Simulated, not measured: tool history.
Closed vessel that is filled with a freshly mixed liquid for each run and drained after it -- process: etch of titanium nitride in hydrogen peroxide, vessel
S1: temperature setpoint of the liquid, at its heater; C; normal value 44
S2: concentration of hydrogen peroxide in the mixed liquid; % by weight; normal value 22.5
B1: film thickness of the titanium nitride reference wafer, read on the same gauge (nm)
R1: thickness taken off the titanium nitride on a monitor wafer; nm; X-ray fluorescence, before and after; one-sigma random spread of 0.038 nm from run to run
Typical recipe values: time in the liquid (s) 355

{"run": 1, "day": 0.0, "S1": 44, "S2": 22.5, "time in the liquid (s)": 270, "B1": 60.01, "R1": 11.91}
{"run": 2, "day": 0.742, "S1": 44, "S2": 22.5, "time in the liquid (s)": 270, "B1": 60.01, "R1": 11.86}
{"run": 3, "day": 1.146, "S1": 50.5, "S2": 22.5, "time in the liquid (s)": 495, "B1": 59.96, "R1": 35.19}
{"run": 4, "day": 1.588, "S1": 50.5, "S2": 22.5, "time in the liquid (s)": 495, "B1": 59.98, "R1": 35.2}
{"run": 5, "day": 2.204, "S1": 44, "S2": 22.5, "time in the liquid (s)": 510, "B1": 59.98, "R1": 22.35}
{"run": 6, "day": 2.788, "S1": 44, "S2": 22.5, "time in the liquid (s)": 510, "B1": 60.02, "R1": 22.26}
{"run": 7, "day": 3.242, "S1": 44, "S2": 22.5, "time in the liquid (s)": 355, "B1": 60.02, "R1": 15.46}
{"day": 3.383, "done": "gauge calibrated"}
{"run": 8, "day": 3.796, "S1": 44, "S2": 22.5, "time in the liquid (s)": 355, "B1": 59.99, "R1": 15.46}
{"day": 4.408, "done": "peroxide flow meter replaced"}
{"run": 9, "day": 4.525, "S1": 48, "S2": 20, "time in the liquid (s)": 290, "B1": 60.03, "R1": 16.62}
{"day": 4.871, "done": "thermometer replaced"}
{"run": 10, "day": 5.058, "S1": 50.5, "S2": 22.5, "time in the liquid (s)": 495, "B1": 60, "R1": 41.15}
{"run": 11, "day": 5.683, "S1": 47.5, "S2": 19.5, "time in the liquid (s)": 550, "B1": 60.01, "R1": 35.69}
{"run": 12, "day": 6.129, "S1": 49, "S2": 26.5, "time in the liquid (s)": 530, "B1": 60.02, "R1": 40.86}
{"day": 6.392, "done": "new drum of peroxide connected"}
{"run": 13, "day": 6.633, "S1": 46.5, "S2": 18, "time in the liquid (s)": 485, "B1": 60.03, "R1": 29.43}
{"run": 14, "day": 7.129, "S1": 50.5, "S2": 22.5, "time in the liquid (s)": 495, "B1": 60.01, "R1": 42.1}
{"run": 15, "day": 8.475, "S1": 44, "S2": 25.5, "time in the liquid (s)": 265, "B1": 59.96, "R1": 14.27}
{"run": 16, "day": 9.2, "S1": 38.5, "S2": 16, "time in the liquid (s)": 275, "B1": 60.01, "R1": 8.81}
{"run": 17, "day": 9.538, "S1": 50, "S2": 27, "time in the liquid (s)": 355, "B1": 59.99, "R1": 30.1}

Forecast each of these 5 alternatives for the next run:
{"run": "A", "day": 9.567, "S1": 44, "S2": 22.5, "time in the liquid (s)": 355, "B1": "?", "R1": "?"}
{"run": "B", "day": 9.567, "S1": 44, "S2": 22.5, "time in the liquid (s)": 215, "B1": "?", "R1": "?"}
{"run": "C", "day": 9.567, "S1": 44, "S2": 22.5, "time in the liquid (s)": 525, "B1": "?", "R1": "?"}
{"run": "D", "day": 9.567, "S1": 51, "S2": 19.5, "time in the liquid (s)": 155, "B1": "?", "R1": "?"}
{"run": "E", "day": 9.567, "S1": 47.5, "S2": 19.5, "time in the liquid (s)": 560, "B1": "?", "R1": "?"}

run=A B1=60.05 R1=18.58
run=B B1=60.05 R1=11.25
run=C B1=60.05 R1=27.48
run=D B1=60.05 R1=13.15
run=E B1=60.05 R1=36.86
The same runs, with their run-to-run variation unchanged, on a tool lacking any hidden condition would have given:
run=A R1=18.81
run=B R1=11.39
run=C R1=27.81
run=D R1=13.31
run=E R1=37.29
